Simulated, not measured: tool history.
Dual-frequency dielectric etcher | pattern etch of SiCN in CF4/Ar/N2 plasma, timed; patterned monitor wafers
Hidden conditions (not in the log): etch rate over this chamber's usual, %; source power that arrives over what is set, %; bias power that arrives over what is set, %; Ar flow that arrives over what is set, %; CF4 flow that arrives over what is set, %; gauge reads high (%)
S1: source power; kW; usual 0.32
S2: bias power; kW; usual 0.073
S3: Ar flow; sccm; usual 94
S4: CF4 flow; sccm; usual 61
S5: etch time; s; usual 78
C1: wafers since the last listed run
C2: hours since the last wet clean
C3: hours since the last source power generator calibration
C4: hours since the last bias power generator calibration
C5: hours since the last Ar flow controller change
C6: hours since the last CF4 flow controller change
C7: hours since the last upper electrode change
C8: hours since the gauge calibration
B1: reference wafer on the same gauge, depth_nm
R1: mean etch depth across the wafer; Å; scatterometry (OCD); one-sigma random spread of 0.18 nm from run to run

run   hour    S1     S2   S3  S4    S5   C1     C2      C3     C4     C5      C6     C7      C8     B1     R1
  1      0  0.32  0.073   94  61    78    0  407.5  3843.8  100.3  118.7  2194.8   17.8  1093.3  56.54  467.4
      19.5  -- gauge calibrated
  2   25.3  0.32  0.073   94  61    93  163  432.8  3869.1  125.6    144  2220.1   43.1     5.8  56.53  558.6
  3   40.7  0.32  0.073   94  61  99.5   99  448.2  3884.5    141  159.4  2235.5   58.5    21.2  56.59  595.7
      53.8  -- CF4 flow controller replaced
  4   61.2  0.32  0.073   94  61    78   93  468.7    3905  161.5  179.9     7.4     79    41.7  56.51  468.6
  5   96.1  0.29  0.073   94  61  71.5  225  503.6  3939.9  196.4  214.8    42.3  113.9    76.6  56.55  402.9
  6  130.9  0.32  0.073   94  61    78  224  538.4  3974.7  231.2  249.6    77.1  148.7   111.4   56.4  468.8
     142.4  -- bias power generator calibrated, repeated, since the last time left the tool worse
     142.6  -- source power generator calibrated
  7  151.5  0.32  0.073  113  61    78  105    559     8.9    9.1  270.2    97.7  169.3     132  56.46  465.3
     189.2  -- wet clean of the chamber
  8  189.7  0.32  0.058  105  61   101   91    0.5    47.1   47.3  308.4   135.9  207.5   170.2  56.55  543.4
  9  209.7  0.38  0.091   86  73    78  129   20.5    67.1   67.3  328.4   155.9  227.5   190.2  56.48    628
 10  234.8  0.25  0.073   94  61    78  161   45.6    92.2   92.4  353.5     181  252.6   215.3  56.51  412.3
 11  260.8  0.39  0.063   94  61    78  167   71.6   118.2  118.4  379.5     207  278.6   241.3  56.52    512
 12  286.1  0.32  0.073   94  61    78  163   96.9   143.5  143.7  404.8   232.3  303.9   266.6  56.54  484.8
 13  312.1  0.32  0.073   94  61    78  167  122.9   169.5  169.7  430.8   258.3  329.9   292.6  56.51    481
 14  346.3  0.32  0.073  114  61    78  220  157.1   203.7  203.9    465   292.5  364.1   326.8   56.5  466.2
 15  367.3  0.32  0.084   94  74    68  135  178.1   224.7  224.9    486   313.5  385.1   347.8  56.56  465.2
 16  381.7  0.27  0.073  105  61    78   92  192.5   239.1  239.3  500.4   327.9  399.5   362.2  56.54  425.2
 17  411.6  0.39  0.063   94  61    78  192  222.4     269  269.2  530.3   357.8  429.4   392.1  56.51  510.2
 18  433.4  0.32  0.073   94  61    78  140  244.2   290.8    291  552.1   379.6  451.2   413.9  56.46  486.6
 19  537.6  0.28  0.073   94  72  66.5  672  348.4     395  395.2  656.3   483.8  555.4   518.1  56.52  388.4
 20  560.1  0.34  0.073   76  61    78  145  370.9   417.5  417.7  678.8   506.3  577.9   540.6  56.51  521.5

Across each entry between runs, compare the hidden state at the last listed run before it with the hidden state at the first listed run after it:
Runs 1 to 2: gauge calibrated (hour 19.5)
  bias power that arrives over what is set, %: -6.49 -> -6.48
  difference, measured minus the result without the unlogged condition, R1: -16.1 -> -19.4 Å
Runs 3 to 4: CF4 flow controller replaced (hour 53.8)
  bias power that arrives over what is set, %: -6.48 -> -6.47
  difference, measured minus the result without the unlogged condition, R1: -20.6 -> -16.2 Å
Runs 6 to 7: bias power generator calibrated, repeated, since the last time left the tool worse (hour 142.4); source power generator calibrated (hour 142.6)
  bias power that arrives over what is set, %: -6.44 -> -0.464
  difference, measured minus the result without the unlogged condition, R1: -16.1 -> -1.1 Å
Runs 7 to 8: wet clean of the chamber (hour 189.2)
  bias power that arrives over what is set, %: -0.464 -> -0.461
  difference, measured minus the result without the unlogged condition, R1: -1.1 -> -1.3 Å

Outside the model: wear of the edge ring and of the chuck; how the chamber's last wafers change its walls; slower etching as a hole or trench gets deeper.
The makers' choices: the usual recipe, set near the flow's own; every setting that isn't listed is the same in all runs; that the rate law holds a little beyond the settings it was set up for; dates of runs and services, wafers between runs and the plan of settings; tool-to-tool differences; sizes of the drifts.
